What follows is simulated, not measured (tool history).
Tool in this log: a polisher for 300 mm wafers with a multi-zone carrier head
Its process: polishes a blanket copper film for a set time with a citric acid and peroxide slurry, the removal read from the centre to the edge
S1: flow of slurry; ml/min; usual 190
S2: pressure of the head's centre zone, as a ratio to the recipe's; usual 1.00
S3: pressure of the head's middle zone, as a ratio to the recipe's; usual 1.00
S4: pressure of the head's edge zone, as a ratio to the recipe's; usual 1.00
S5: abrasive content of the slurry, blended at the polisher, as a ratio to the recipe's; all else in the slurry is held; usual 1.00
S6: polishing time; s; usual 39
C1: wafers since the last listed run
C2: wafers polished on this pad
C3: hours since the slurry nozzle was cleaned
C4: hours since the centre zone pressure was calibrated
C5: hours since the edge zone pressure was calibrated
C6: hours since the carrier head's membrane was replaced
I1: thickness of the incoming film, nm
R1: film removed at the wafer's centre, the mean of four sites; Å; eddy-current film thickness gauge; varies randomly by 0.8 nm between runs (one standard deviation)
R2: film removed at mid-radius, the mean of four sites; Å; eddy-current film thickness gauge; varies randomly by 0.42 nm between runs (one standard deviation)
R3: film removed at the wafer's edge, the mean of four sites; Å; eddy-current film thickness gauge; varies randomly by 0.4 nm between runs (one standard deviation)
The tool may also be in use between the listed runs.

run   hour   S1    S2    S3    S4    S5  S6   C1    C2     C3      C4      C5     C6      I1   R1   R2   R3
  1    0.0  190  1.00  1.00  1.00  1.00  39    0   144  581.6  1366.4  1231.0  928.1  1229.1  647  639  623
  2   17.6  190  1.00  1.00  1.00  1.00  39  201   345  599.2  1384.0  1248.6  945.7  1202.9  650  632  624
  3   24.7  190  1.00  1.00  1.00  1.00  39   81   426  606.3  1391.1  1255.7  952.8  1199.7  652  635  632
  4   34.4  190  1.00  1.00  1.00  1.10  39  110   537  616.0  1400.8  1265.4  962.5  1213.6  666  635  636
  5   44.9  190  1.00  1.00  1.00  1.10  39  120   657  626.5  1411.3  1275.9  973.0  1199.7  661  649  635
      58.5  -- carrier head's membrane replaced by a new one
  6   59.0  190  1.00  1.00  1.00  1.10  39  104   762  640.6  1425.4  1290.0    0.5  1203.8  657  642  630
      64.2  -- slurry nozzle cleaned
  7   64.9  190  1.00  1.00  1.00  1.00  39   56   818    0.7  1431.3  1295.9    6.4  1195.3  631  638  620
  8   77.4  190  1.00  1.00  1.00  1.00  39  143   961   13.2  1443.8  1308.4   18.9  1209.8  640  637  624
  9   85.9  190  1.07  1.00  0.96  0.90  35   97  1058   21.7  1452.3  1316.9   27.4  1196.1  622  555  550
      91.9  -- worn pad replaced by a new one
 10   94.9  225  1.00  0.93  1.00  1.15  47   57    33   30.7  1461.3  1325.9   36.4  1197.1  811  749  784
 11  102.9  190  1.00  1.00  1.00  1.00  39   91   125   38.7  1469.3  1333.9   44.4  1236.3  632  629  623
 12  115.7  190  1.08  0.97  0.94  1.00  29  146   271   51.5  1482.1  1346.7   57.2  1209.2  517  462  452
     127.0  -- edge zone pressure recalibrated
     129.2  -- centre zone pressure recalibrated
 13  146.5  125  1.07  1.00  1.00  1.00  39  306   578   82.3    17.3    19.5   88.0  1215.6  645  590  590
 14  152.7  215  1.00  1.00  1.00  1.00  39   70   649   88.5    23.5    25.7   94.2  1219.7  669  644  636
 15  169.3  190  1.00  1.00  1.00  1.00  39  189   839  105.1    40.1    42.3  110.8  1210.7  640  631  624
 16  182.2  230  0.94  1.00  1.00  1.00  39  147   986  118.0    53.0    55.2  123.7  1227.0  615  648  632

Predict each of these 5 candidate next runs independently; none follows another, all start after run 16:
  A  182.6  190  1.00  1.00  1.00  1.00  39   4  991  118.4  53.4  55.6  124.1  1206.7   ?   ?   ?
  B  182.6  225  1.00  1.00  1.08  1.00  39   4  991  118.4  53.4  55.6  124.1  1206.7   ?   ?   ?
  C  182.6  190  1.00  1.00  1.00  0.85  39   4  991  118.4  53.4  55.6  124.1  1206.7   ?   ?   ?
  D  182.6  190  1.00  1.08  1.00  1.00  34   4  991  118.4  53.4  55.6  124.1  1206.7   ?   ?   ?
  E  182.6  135  0.93  1.00  1.00  0.70  39   4  991  118.4  53.4  55.6  124.1  1206.7   ?   ?   ?

run   R1   R2   R3
  A  638  642  631
  B  654  656  666
  C  623  626  616
  D  557  593  550
  E  531  578  577
What these runs would have given with no unlogged condition in the tool:
run   R1   R2   R3
  A  638  642  631
  B  654  656  666
  C  623  626  616
  D  557  593  550
  E  531  578  577

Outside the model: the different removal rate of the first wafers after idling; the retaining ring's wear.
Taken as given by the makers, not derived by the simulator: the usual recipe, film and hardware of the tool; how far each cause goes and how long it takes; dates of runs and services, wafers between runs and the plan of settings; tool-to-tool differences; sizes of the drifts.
